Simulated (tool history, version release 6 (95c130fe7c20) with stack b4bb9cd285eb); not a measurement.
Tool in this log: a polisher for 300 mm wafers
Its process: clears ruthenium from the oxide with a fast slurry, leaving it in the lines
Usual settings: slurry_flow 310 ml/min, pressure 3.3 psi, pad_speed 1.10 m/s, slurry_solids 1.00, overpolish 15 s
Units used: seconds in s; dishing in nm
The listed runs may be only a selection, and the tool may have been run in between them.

run   hour  slurry_flow  pressure  pad_speed  slurry_solids  overpolish  wafers since the last listed run  wafers polished on this pad  hours since the slurry nozzle was cleaned  hours since the head pressure was calibrated  hours since the slurry blender was calibrated  incoming thickness of the incoming film, nm  seconds  dishing
  1    0.0          310       3.3       1.10           1.00          21                                 0                           91                                      196.8                                        1539.1                                          289.4                                        210.2     40.9     61.8
  2   12.9          310       3.3       1.10           1.00          13                               159                          251                                      209.7                                        1552.0                                          302.3                                        210.0     39.9     50.0
  3   21.3          310       3.3       1.30           0.80          15                               103                          355                                      218.1                                        1560.4                                          310.7                                        208.4     38.3     53.5
      35.8  -- worn pad replaced by a new one
  4   39.1          310       3.3       1.30           0.80          15                               170                           40                                      235.9                                        1578.2                                          328.5                                        207.5     35.9     54.1
  5   51.6          310       3.3       1.30           0.80          15                               154                          195                                      248.4                                        1590.7                                          341.0                                        210.7     39.0     54.2
  6   65.2          310       3.3       1.10           1.00          15                               168                          363                                      262.0                                        1604.3                                          354.6                                        209.4     40.8     50.6
      74.4  -- slurry blender recalibrated
  7   81.2          310       3.3       1.10           1.00          15                               173                          536                                      278.0                                        1620.3                                            6.8                                        209.9     43.5     49.9
      88.7  -- worn pad replaced by a new one, of another model than before
      93.1  -- head pressure recalibrated
  8   97.1          210       3.3       1.10           1.00          10                               122                           79                                      293.9                                           4.0                                           22.7                                        209.2     40.0     39.7
  9  112.9          310       3.3       1.10           0.85          23                               195                          274                                      309.7                                          19.8                                           38.5                                        207.0     43.8     61.1
 10  127.8          310       3.3       1.10           1.00          20                               184                          458                                      324.6                                          34.7                                           53.4                                        207.6     41.4     59.1
     129.2  -- slurry nozzle cleaned
     136.1  -- worn pad replaced by a new one
 11  142.4          310       3.3       1.10           1.00          15                               118                           77                                       13.2                                          49.3                                           68.0                                        207.9     40.3     52.0
 12  156.5          275       3.3       1.10           1.10           8                               174                          251                                       27.3                                          63.4                                           82.1                                        210.2     41.5     34.5
 13  171.5          275       3.3       1.10           1.10           8                               185                          437                                       42.3                                          78.4                                           97.1                                        208.6     40.7     32.3
     191.3  -- worn pad replaced by a new one
 14  191.8          415       2.4       1.10           0.80          20                               201                            6                                       62.6                                          98.7                                          117.4                                        209.4     51.9     53.9

Predict each of these 4 candidate next runs independently; none follows another, all start after run 14:
  A  192.2          310       3.3       1.10           1.00          15                                 4                           11                                       63.0                                          99.1                                          117.8                                        212.1        ?        ?
  B  192.2          365       2.4       1.36           1.00          22                                 4                           11                                       63.0                                          99.1                                          117.8                                        212.1        ?        ?
  C  192.2          310       3.3       1.32           1.30          15                                 4                           11                                       63.0                                          99.1                                          117.8                                        212.1        ?        ?
  D  192.2          310       4.2       1.10           1.00          15                                 4                           11                                       63.0                                          99.1                                          117.8                                        212.1        ?        ?

run  seconds  dishing
  A     39.1     52.8
  B     40.0     63.3
  C     30.5     60.2
  D     32.3     58.5
With no hidden state in the tool, these same runs would have given:
run  seconds  dishing
  A     39.0     52.9
  B     39.8     63.4
  C     30.4     60.3
  D     32.2     58.6
